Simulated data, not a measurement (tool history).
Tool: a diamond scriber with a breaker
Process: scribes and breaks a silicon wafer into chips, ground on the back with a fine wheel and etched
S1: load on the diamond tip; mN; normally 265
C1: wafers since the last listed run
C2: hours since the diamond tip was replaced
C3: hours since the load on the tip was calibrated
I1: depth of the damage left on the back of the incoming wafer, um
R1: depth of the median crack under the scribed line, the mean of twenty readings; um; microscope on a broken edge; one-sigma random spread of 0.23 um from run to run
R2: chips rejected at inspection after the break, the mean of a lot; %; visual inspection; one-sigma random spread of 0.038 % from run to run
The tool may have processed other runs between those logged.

Run 1, hour 0: usual settings; C1 0; C2 655.2; C3 58.4; I1 0.38. Result: R1 12.5 um, R2 0.66 %.
Run 2, hour 14.2: usual settings; C1 47; C2 669.4; C3 72.6; I1 0.58. Result: R1 12.26 um, R2 0.65 %.
Run 3, hour 60.8: usual settings; C1 155; C2 716; C3 119.2; I1 0.32. Result: R1 12.49 um, R2 0.73 %.
Run 4, hour 81.4: usual settings; C1 68; C2 736.6; C3 139.8; I1 0.55. Result: R1 12.87 um, R2 0.89 %.
Run 5, hour 139.3: usual settings but S1 244 mN; C1 192; C2 794.5; C3 197.7; I1 0.74. Result: R1 12.16 um, R2 0.61 %.
Run 6, hour 167.6: usual settings but S1 244 mN; C1 94; C2 822.8; C3 226; I1 0.54. Result: R1 12.41 um, R2 0.52 %.
Run 7, hour 198.7: usual settings; C1 103; C2 853.9; C3 257.1; I1 0.54. Result: R1 12.84 um, R2 1.15 %.
Run 8, hour 218.5: usual settings; C1 65; C2 873.7; C3 276.9; I1 0.7. Result: R1 12.7 um, R2 1.24 %.
Run 9, hour 249.1: usual settings; C1 101; C2 904.3; C3 307.5; I1 0.73. Result: R1 13.06 um, R2 1.32 %.
Run 10, hour 283.6: usual settings; C1 114; C2 938.8; C3 342; I1 0.51. Result: R1 12.96 um, R2 1.26 %.
At hour 312.9: diamond tip replaced by a new one.
Run 11, hour 318.1: usual settings; C1 108; C2 5.2; C3 376.5; I1 0.72. Result: R1 13.37 um, R2 1.41 %.
Run 12, hour 333.5: usual settings; C1 51; C2 20.6; C3 391.9; I1 0.4. Result: R1 13.38 um, R2 1.16 %.
Run 13, hour 359.9: usual settings; C1 87; C2 47; C3 418.3; I1 0.58. Result: R1 13.27 um, R2 1.41 %.
Run 14, hour 386.8: usual settings; C1 89; C2 73.9; C3 445.2; I1 0.35. Result: R1 12.68 um, R2 1.4 %.
Run 15, hour 408.5: usual settings but S1 298 mN; C1 72; C2 95.6; C3 466.9; I1 0.4. Result: R1 13.75 um, R2 4.57 %.
Run 16, hour 434.8: usual settings; C1 87; C2 121.9; C3 493.2; I1 0.4. Result: R1 13.17 um, R2 1.41 %.
Run 17, hour 453: usual settings; C1 60; C2 140.1; C3 511.4; I1 0.75. Result: R1 13.17 um, R2 1.5 %.
Run 18, hour 482.4: usual settings but S1 300 mN; C1 97; C2 169.5; C3 540.8; I1 0.37. Result: R1 14.65 um, R2 4.47 %.
At hour 502.6: load on the tip recalibrated.
Run 19, hour 511.7: usual settings but S1 188 mN; C1 90; C2 198.8; C3 9.1; I1 0.37. Result: R1 9.1 um, R2 7.56 %.
Run 20, hour 525.2: usual settings but S1 287 mN; C1 44; C2 212.3; C3 22.6; I1 0.67. Result: R1 12.95 um, R2 0.88 %.
Run 21, hour 557.1: usual settings; C1 106; C2 244.2; C3 54.5; I1 0.37. Result: R1 12.16 um, R2 0.48 %.

Run 22, settings as shown, results not yet in. Your forecast:
Run 22, hour 590.9: usual settings; C1 112; C2 278; C3 88.3; I1 0.6. Result: R1 ?, R2 ?.

{"run 22": {"R1": 12.17, "R2": 0.64}}
Take away the tool's hidden state, keep the run-to-run variation as it was, and the same run would have given R1 11.84 um, R2 0.55 %.

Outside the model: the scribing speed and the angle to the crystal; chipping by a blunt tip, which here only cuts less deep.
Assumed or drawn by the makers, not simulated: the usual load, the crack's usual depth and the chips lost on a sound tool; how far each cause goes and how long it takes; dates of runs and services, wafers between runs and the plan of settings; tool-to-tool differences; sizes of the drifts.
